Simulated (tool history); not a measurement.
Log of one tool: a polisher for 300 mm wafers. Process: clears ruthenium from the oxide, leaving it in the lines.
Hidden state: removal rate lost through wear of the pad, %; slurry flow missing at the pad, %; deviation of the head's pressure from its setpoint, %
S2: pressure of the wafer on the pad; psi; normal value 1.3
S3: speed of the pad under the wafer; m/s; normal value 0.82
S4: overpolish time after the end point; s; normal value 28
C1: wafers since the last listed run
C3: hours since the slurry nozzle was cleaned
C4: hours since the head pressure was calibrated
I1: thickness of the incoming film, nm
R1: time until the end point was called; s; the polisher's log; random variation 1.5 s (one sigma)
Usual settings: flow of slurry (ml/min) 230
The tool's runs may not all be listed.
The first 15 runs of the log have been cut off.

-- hour=698.3 worn pad replaced by a new one
run 16 hour=722.7 | flow_of_slurry_(ml/min)=230 S2=1.3 S3=0.82 S4=24 | C1=395 wafers_polished_on_this_pad=187 C3=151.2 C4=1066.5 | I1=64.8 | R1=87.5
run 17 hour=750.4 | flow_of_slurry_(ml/min)=230 S2=1.3 S3=0.82 S4=28 | C1=212 wafers_polished_on_this_pad=399 C3=178.9 C4=1094.2 | I1=65.2 | R1=87.7
run 18 hour=807 | flow_of_slurry_(ml/min)=230 S2=1.3 S3=0.94 S4=28 | C1=434 wafers_polished_on_this_pad=834 C3=235.5 C4=1150.8 | I1=65.1 | R1=86.5
run 19 hour=856.7 | flow_of_slurry_(ml/min)=230 S2=1.3 S3=1.06 S4=28 | C1=381 wafers_polished_on_this_pad=1215 C3=285.2 C4=1200.5 | I1=65.3 | R1=76.4
run 20 hour=903.3 | flow_of_slurry_(ml/min)=170 S2=0.9 S3=0.96 S4=35 | C1=357 wafers_polished_on_this_pad=1572 C3=331.8 C4=1247.1 | I1=64.8 | R1=125.4
-- hour=934.8 slurry nozzle cleaned
run 21 hour=960.3 | flow_of_slurry_(ml/min)=230 S2=1.3 S3=0.82 S4=28 | C1=429 wafers_polished_on_this_pad=2002 C3=25.5 C4=1304.1 | I1=65.1 | R1=98.3
-- hour=982.1 head pressure recalibrated
run 22 hour=1006 | flow_of_slurry_(ml/min)=275 S2=1.3 S3=0.82 S4=28 | C1=335 wafers_polished_on_this_pad=2337 C3=71.2 C4=23.9 | I1=65 | R1=99.1
run 23 hour=1052 | flow_of_slurry_(ml/min)=230 S2=1.3 S3=0.82 S4=22 | C1=352 wafers_polished_on_this_pad=2690 C3=117.2 C4=69.9 | I1=65.5 | R1=96.3
-- hour=1059.4 worn pad replaced by a new one
run 24 hour=1111.8 | flow_of_slurry_(ml/min)=230 S2=0.9 S3=0.82 S4=28 | C1=428 wafers_polished_on_this_pad=402 C3=177 C4=129.7 | I1=63.6 | R1=125.8
run 25 hour=1163 | flow_of_slurry_(ml/min)=265 S2=1 S3=0.7 S4=16 | C1=392 wafers_polished_on_this_pad=794 C3=228.2 C4=180.9 | I1=65.3 | R1=130.1
run 26 hour=1192.4 | flow_of_slurry_(ml/min)=285 S2=1.3 S3=0.82 S4=42 | C1=225 wafers_polished_on_this_pad=1020 C3=257.6 C4=210.3 | I1=64.6 | R1=89.7

For run 27, what comes out?
run 27 hour=1254.3 | flow_of_slurry_(ml/min)=230 S2=1.3 S3=0.54 S4=28 | C1=474 wafers_polished_on_this_pad=1495 C3=319.5 C4=272.2 | I1=64.2 | R1=?

R1: 124.5 s
On a tool with no hidden condition, and with the same random variation, this run would have come out at R1 115.4 s.

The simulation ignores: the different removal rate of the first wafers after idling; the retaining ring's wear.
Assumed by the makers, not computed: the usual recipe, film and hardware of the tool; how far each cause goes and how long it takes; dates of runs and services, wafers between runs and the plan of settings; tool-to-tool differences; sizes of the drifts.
